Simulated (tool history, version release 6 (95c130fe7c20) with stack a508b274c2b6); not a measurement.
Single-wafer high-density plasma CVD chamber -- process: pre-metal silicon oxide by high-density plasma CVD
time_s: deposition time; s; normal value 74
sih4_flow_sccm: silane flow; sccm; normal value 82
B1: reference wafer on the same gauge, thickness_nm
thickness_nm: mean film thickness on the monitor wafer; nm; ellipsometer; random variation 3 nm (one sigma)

{"run": 1, "hour": 0.0, "time_s": 74, "sih4_flow_sccm": 82, "B1": 718.954, "thickness_nm": 631.073}
{"run": 2, "hour": 79.8, "time_s": 74, "sih4_flow_sccm": 82, "B1": 717.807, "thickness_nm": 619.602}
{"run": 3, "hour": 151.5, "time_s": 74, "sih4_flow_sccm": 82, "B1": 718.09, "thickness_nm": 626.523}
{"run": 4, "hour": 221.9, "time_s": 74, "sih4_flow_sccm": 82, "B1": 717.768, "thickness_nm": 625.308}
{"run": 5, "hour": 304.1, "time_s": 74, "sih4_flow_sccm": 82, "B1": 717.227, "thickness_nm": 626.089}
{"run": 6, "hour": 383.5, "time_s": 74, "sih4_flow_sccm": 82, "B1": 717.881, "thickness_nm": 629.987}
{"run": 7, "hour": 451.8, "time_s": 74, "sih4_flow_sccm": 82, "B1": 717.73, "thickness_nm": 628.858}
{"run": 8, "hour": 495.8, "time_s": 74, "sih4_flow_sccm": 82, "B1": 717.512, "thickness_nm": 622.647}
{"run": 9, "hour": 544.4, "time_s": 74, "sih4_flow_sccm": 82, "B1": 717.87, "thickness_nm": 632.302}
{"run": 10, "hour": 629.7, "time_s": 74, "sih4_flow_sccm": 82, "B1": 717.816, "thickness_nm": 627.145}
{"run": 11, "hour": 734.2, "time_s": 74, "sih4_flow_sccm": 82, "B1": 718.261, "thickness_nm": 629.359}
{"run": 12, "hour": 811.9, "time_s": 74, "sih4_flow_sccm": 82, "B1": 718.791, "thickness_nm": 631.322}
{"hour": 880.4, "done": "silane flow controller replaced"}
{"run": 13, "hour": 917.9, "time_s": 74, "sih4_flow_sccm": 82, "B1": 718.356, "thickness_nm": 608.444}
{"hour": 929.3, "done": "gauge calibrated"}
{"run": 14, "hour": 1102.8, "time_s": 74, "sih4_flow_sccm": 82, "B1": 717.631, "thickness_nm": 612.185}
{"run": 15, "hour": 1151.4, "time_s": 80.6, "sih4_flow_sccm": 82, "B1": 718.673, "thickness_nm": 669.126}
{"run": 16, "hour": 1206.2, "time_s": 74, "sih4_flow_sccm": 82, "B1": 718.42, "thickness_nm": 620.006}
{"run": 17, "hour": 1265.3, "time_s": 74, "sih4_flow_sccm": 82, "B1": 717.575, "thickness_nm": 619.928}
{"run": 18, "hour": 1366.4, "time_s": 68.2, "sih4_flow_sccm": 74, "B1": 718.253, "thickness_nm": 511.257}
{"run": 19, "hour": 1565.1, "time_s": 74, "sih4_flow_sccm": 82, "B1": 718.061, "thickness_nm": 616.718}
{"run": 20, "hour": 1605.6, "time_s": 60.5, "sih4_flow_sccm": 67, "B1": 717.648, "thickness_nm": 414.881}
{"run": 21, "hour": 1663.1, "time_s": 88.3, "sih4_flow_sccm": 72, "B1": 718.497, "thickness_nm": 647.926}
{"run": 22, "hour": 1722.4, "time_s": 82, "sih4_flow_sccm": 96, "B1": 718.229, "thickness_nm": 807.124}
{"run": 23, "hour": 1782.1, "time_s": 74, "sih4_flow_sccm": 82, "B1": 717.708, "thickness_nm": 619.658}
{"run": 24, "hour": 1843.3, "time_s": 74, "sih4_flow_sccm": 82, "B1": 718.119, "thickness_nm": 625.58}
{"run": 25, "hour": 1917.1, "time_s": 79.3, "sih4_flow_sccm": 72, "B1": 718.266, "thickness_nm": 581.317}
{"run": 26, "hour": 2020.7, "time_s": 79.5, "sih4_flow_sccm": 67, "B1": 718.399, "thickness_nm": 550.154}
{"run": 27, "hour": 2079.1, "time_s": 82, "sih4_flow_sccm": 95, "B1": 718.514, "thickness_nm": 792.497}
{"run": 28, "hour": 2177.3, "time_s": 74, "sih4_flow_sccm": 77, "B1": 717.763, "thickness_nm": 584.384}
{"run": 29, "hour": 2253.5, "time_s": 74, "sih4_flow_sccm": 82, "B1": 718.41, "thickness_nm": 619.712}
{"run": 30, "hour": 2355.7, "time_s": 60.7, "sih4_flow_sccm": 82, "B1": 718.083, "thickness_nm": 506.52}
{"run": 31, "hour": 2417.5, "time_s": 66.9, "sih4_flow_sccm": 82, "B1": 717.939, "thickness_nm": 563.463}

A few steps of thickness_nm between consecutive runs. Split each: what settings, incoming material and random variation would produce without the hidden state, and what is left over for the hidden state, along with gauge scatter present in only one of the two compared results (measured, and without hidden state):
Hidden state at play: delivered silane flow above the setpoint (%); gauge reads high (%).
Run 12 -> 13: silane flow controller replaced. thickness_nm -22.878 nm: hidden state -17.804, all else -5.074.
Run 20 -> 21: time_s 60.5 -> 88.3, sih4_flow_sccm 67 -> 72. thickness_nm +233.045 nm: hidden state +4.878, all else +228.167.
Run 26 -> 27: time_s 79.5 -> 82, sih4_flow_sccm 67 -> 95. thickness_nm +242.343 nm: hidden state +6.221, all else +236.122.
Run 27 -> 28: time_s 82 -> 74, sih4_flow_sccm 95 -> 77. thickness_nm -208.113 nm: hidden state -4.526, all else -203.587.
